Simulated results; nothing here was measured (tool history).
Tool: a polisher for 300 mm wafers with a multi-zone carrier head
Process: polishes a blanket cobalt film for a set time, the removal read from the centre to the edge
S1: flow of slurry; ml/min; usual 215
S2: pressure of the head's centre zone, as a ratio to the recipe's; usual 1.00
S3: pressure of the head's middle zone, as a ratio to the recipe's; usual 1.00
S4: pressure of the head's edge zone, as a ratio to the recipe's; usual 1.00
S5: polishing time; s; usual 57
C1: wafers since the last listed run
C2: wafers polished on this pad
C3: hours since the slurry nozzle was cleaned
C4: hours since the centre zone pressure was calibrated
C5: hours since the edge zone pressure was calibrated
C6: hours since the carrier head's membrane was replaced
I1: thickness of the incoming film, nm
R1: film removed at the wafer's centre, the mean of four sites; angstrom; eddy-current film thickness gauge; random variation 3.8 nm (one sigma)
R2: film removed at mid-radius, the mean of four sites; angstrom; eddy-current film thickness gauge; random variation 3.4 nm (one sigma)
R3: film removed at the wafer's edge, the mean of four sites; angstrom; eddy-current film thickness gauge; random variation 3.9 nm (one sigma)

Run 1, day 0.000: usual settings but S3 0.96, S4 1.08; C1 0; C2 301; C3 490.6; C4 1331.2; C5 1334.8; C6 583.5; I1 1397.6. Result: R1 3107 angstrom, R2 2914 angstrom, R3 3026 angstrom.
Run 2, day 0.433: usual settings but S1 275 ml/min, S3 0.96; C1 76; C2 378; C3 501.0; C4 1341.6; C5 1345.2; C6 593.9; I1 1393.3. Result: R1 3082 angstrom, R2 3006 angstrom, R3 2997 angstrom.
Run 3, day 0.700: usual settings but S1 275 ml/min, S3 0.96; C1 47; C2 425; C3 507.4; C4 1348.0; C5 1351.6; C6 600.3; I1 1379.2. Result: R1 3135 angstrom, R2 2995 angstrom, R3 3010 angstrom.
Run 4, day 1.046: usual settings but S1 275 ml/min, S3 0.96; C1 61; C2 487; C3 515.7; C4 1356.3; C5 1359.9; C6 608.6; I1 1386.2. Result: R1 3107 angstrom, R2 2960 angstrom, R3 2978 angstrom.
Run 5, day 1.533: usual settings but S4 0.93; C1 86; C2 573; C3 527.4; C4 1368.0; C5 1371.6; C6 620.3; I1 1383.4. Result: R1 2922 angstrom, R2 2935 angstrom, R3 2824 angstrom.
At day 1.767: slurry nozzle cleaned.
At day 2.004: carrier head's membrane replaced by a new one.
Run 6, day 2.025: usual settings but S1 245 ml/min, S4 1.05; C1 42; C2 616; C3 6.2; C4 1379.8; C5 1383.4; C6 0.5; I1 1381.4. Result: R1 2976 angstrom, R2 2953 angstrom, R3 2900 angstrom.
Run 7, day 2.458: usual settings but S4 1.03, S5 75 s; C1 76; C2 693; C3 16.6; C4 1390.2; C5 1393.8; C6 10.9; I1 1371.1. Result: R1 3878 angstrom, R2 3847 angstrom, R3 3849 angstrom.
At day 2.646: worn pad replaced by a new one.
Run 8, day 2.842: usual settings but S3 1.09, S5 76 s; C1 38; C2 34; C3 25.8; C4 1399.4; C5 1403.0; C6 20.1; I1 1394.1. Result: R1 4409 angstrom, R2 4634 angstrom, R3 4261 angstrom.
Run 9, day 3.375: usual settings but S2 0.91, S3 1.05; C1 94; C2 129; C3 38.6; C4 1412.2; C5 1415.8; C6 32.9; I1 1394.5. Result: R1 3068 angstrom, R2 3247 angstrom, R3 3107 angstrom.
Run 10, day 3.804: usual settings but S2 0.96, S3 1.07, S4 1.09, S5 77 s; C1 76; C2 205; C3 48.9; C4 1422.5; C5 1426.1; C6 43.2; I1 1373.1. Result: R1 4130 angstrom, R2 4415 angstrom, R3 4104 angstrom.
Run 11, day 4.183: usual settings but S3 1.11; C1 67; C2 272; C3 58.0; C4 1431.6; C5 1435.2; C6 52.3; I1 1394.6. Result: R1 3093 angstrom, R2 3273 angstrom, R3 3072 angstrom.
At day 4.508: edge zone pressure recalibrated.
Run 12, day 4.900: usual settings but S1 275 ml/min, S3 0.96; C1 112; C2 385; C3 75.2; C4 1448.8; C5 9.4; C6 69.5; I1 1398.1. Result: R1 3090 angstrom, R2 3020 angstrom, R3 2965 angstrom.
At day 5.150: centre zone pressure recalibrated.
Run 13, day 5.254: usual settings but S2 1.12, S3 1.06, S4 0.93, S5 73 s; C1 48; C2 433; C3 83.7; C4 2.5; C5 17.9; C6 78.0; I1 1384.5. Result: R1 4148 angstrom, R2 3949 angstrom, R3 3582 angstrom.
Run 14, day 5.683: usual settings but S5 75 s; C1 76; C2 509; C3 94.0; C4 12.8; C5 28.2; C6 88.3; I1 1365.4. Result: R1 4015 angstrom, R2 3882 angstrom, R3 3788 angstrom.
At day 6.346: worn pad replaced by a new one.
Run 15, day 6.367: usual settings but S1 240 ml/min, S2 1.09, S4 1.11, S5 74 s; C1 91; C2 3; C3 110.4; C4 29.2; C5 44.6; C6 104.7; I1 1382.0. Result: R1 4605 angstrom, R2 4317 angstrom, R3 4367 angstrom.
Run 16, day 6.933: usual settings but S3 1.10, S5 48 s; C1 100; C2 104; C3 124.0; C4 42.8; C5 58.2; C6 118.3; I1 1393.4. Result: R1 2698 angstrom, R2 2823 angstrom, R3 2578 angstrom.
Run 17, day 7.575: usual settings but S2 1.05, S4 0.90; C1 113; C2 218; C3 139.4; C4 58.2; C5 73.6; C6 133.7; I1 1388.2. Result: R1 3122 angstrom, R2 3057 angstrom, R3 2955 angstrom.
Run 18, day 8.117: usual settings; C1 96; C2 314; C3 152.4; C4 71.2; C5 86.6; C6 146.7; I1 1367.1. Result: R1 3034 angstrom, R2 3070 angstrom, R3 2982 angstrom.
Run 19, day 8.704: usual settings; C1 104; C2 418; C3 166.5; C4 85.3; C5 100.7; C6 160.8; I1 1413.4. Result: R1 2973 angstrom, R2 2951 angstrom, R3 2898 angstrom.
Run 20, day 9.150: usual settings; C1 79; C2 497; C3 177.2; C4 96.0; C5 111.4; C6 171.5; I1 1369.0. Result: R1 2938 angstrom, R2 2967 angstrom, R3 2893 angstrom.
Run 21, day 9.838: usual settings; C1 122; C2 619; C3 193.7; C4 112.5; C5 127.9; C6 188.0; I1 1390.2. Result: R1 2954 angstrom, R2 2931 angstrom, R3 2865 angstrom.
Run 22, day 10.288: usual settings but S1 160 ml/min, S4 0.88; C1 79; C2 699; C3 204.5; C4 123.3; C5 138.7; C6 198.8; I1 1365.7. Result: R1 2851 angstrom, R2 2830 angstrom, R3 2653 angstrom.
Run 23, day 10.633: usual settings but S5 71 s; C1 61; C2 761; C3 212.8; C4 131.6; C5 147.0; C6 207.1; I1 1394.3. Result: R1 3685 angstrom, R2 3579 angstrom, R3 3605 angstrom.

Measured less the same run without the tool's hidden state. The same run-to-run variation is in both; the gauge's scatter may not be:
The hidden state here: removal rate lost through wear of the pad, %; slurry flow missing at the pad, %; deviation of the centre zone's pressure from its setpoint, %; deviation of the edge zone's pressure from its setpoint, %.
run    R1    R2    R3
  1  -337  -316  -328
  2  -373  -364  -363
  3  -399  -381  -383
  4  -416  -396  -398
  5  -410  -412  -397
  6  -434  -430  -423
  7  -577  -573  -573
  8   -84   -88   -81
  9  -172  -181  -174
 10  -323  -346  -321
 11  -290  -307  -287
 12  -354  -346  -339
 13  -505  -480  -436
 14  -515  -498  -486
 15   -58   -55   -55
 16  -151  -157  -144
 17  -283  -277  -268
 18  -337  -342  -331
 19  -376  -373  -366
 20  -396  -400  -391
 21  -425  -421  -412
 22  -421  -418  -392
 23  -552  -537  -541
